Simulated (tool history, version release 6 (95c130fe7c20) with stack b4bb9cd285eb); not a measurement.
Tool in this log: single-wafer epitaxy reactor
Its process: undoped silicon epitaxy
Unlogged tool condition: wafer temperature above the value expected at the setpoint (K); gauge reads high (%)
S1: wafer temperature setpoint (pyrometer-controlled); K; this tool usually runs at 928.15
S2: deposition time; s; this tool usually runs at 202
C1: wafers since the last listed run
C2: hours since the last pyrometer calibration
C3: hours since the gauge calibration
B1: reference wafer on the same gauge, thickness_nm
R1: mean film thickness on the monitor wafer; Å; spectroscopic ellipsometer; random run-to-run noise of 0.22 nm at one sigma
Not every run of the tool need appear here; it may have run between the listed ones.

run    hour      S1   S2    C1      C2      C3      B1      R1
  1     0.0  928.15  202     0   398.0  2318.3  45.266  406.27
  2    91.2  928.15  202   849   489.2  2409.5  45.317  404.16
  3   193.9  928.15  175   956   591.9  2512.2  45.299  353.29
  4   279.6  928.15  175   797   677.6  2597.9  45.301  348.13
  5   323.1  928.15  175   404   721.1  2641.4  45.283  351.99
  6   385.9  928.15  202   584   783.9  2704.2  45.316  405.01
  7   421.9  928.15  202   335   819.9  2740.2  45.305  404.55
  8   485.0  928.15  202   587   883.0  2803.3  45.319  402.69
  9   556.1  928.15  202   661   954.1  2874.4  45.259  404.85
 10   641.1  928.15  202   791  1039.1  2959.4  45.312  405.03
 11   688.0  921.15  202   436  1086.0  3006.3  45.244  353.55
 12   776.1  921.15  202   820  1174.1  3094.4  45.244  352.49
 13   860.6  921.15  202   786  1258.6  3178.9  45.276  353.66
 14   910.2  928.15  202   461  1308.2  3228.5  45.295  401.42
      987.1  -- gauge calibrated
 15   999.4  928.15  202   830  1397.4    12.3  45.289  403.15
 16  1056.3  928.15  202   529  1454.3    69.2  45.256  404.43
 17  1125.6  941.15  238   645  1523.6   138.5  45.313  606.41
 18  1174.1  919.15  202   451  1572.1   187.0  45.296  337.20
 19  1262.2  928.15  183   820  1660.2   275.1  45.282  365.96
 20  1511.7  916.15  162  2322  1909.7   524.6  45.257  254.96
 21  1610.8  928.15  202   922  2008.8   623.7  45.309  403.60
 22  1715.2  916.15  162   971  2113.2   728.1  45.345  261.28
 23  1804.5  928.15  202   831  2202.5   817.4  45.267  409.03
 24  1909.6  922.15  176   978  2307.6   922.5  45.306  316.75
     1937.3  -- pyrometer calibrated
 25  1961.1  940.15  234   404    23.8   974.0  45.340  591.64
 26  2033.3  941.15  226   672    96.0  1046.2  45.259  579.32
 27  2091.3  928.15  202   539   154.0  1104.2  45.310  405.21
 28  2152.7  919.15  169   571   215.4  1165.6  45.231  284.71
 29  2254.1  928.15  202   944   316.8  1267.0  45.323  407.48
 30  2323.6  928.15  202   647   386.3  1336.5  45.290  406.56
 31  2371.9  928.15  230   449   434.6  1384.8  45.347  462.46
 32  2449.8  923.15  239   725   512.5  1462.7  45.312  433.08
 33  2524.3  920.15  234   693   587.0  1537.2  45.305  405.94

Forecast each of these 3 alternatives for the next run:
  A  2524.8  928.15  187   4  587.5  1537.7   ?   ?
  B  2524.8  928.15  222   4  587.5  1537.7   ?   ?
  C  2524.8  921.15  224   4  587.5  1537.7   ?   ?

run      B1      R1
  A  45.299  374.77
  B  45.299  444.92
  C  45.299  392.76
What these runs would have given with no unlogged condition in the tool:
run      R1
  A  374.77
  B  444.92
  C  392.76
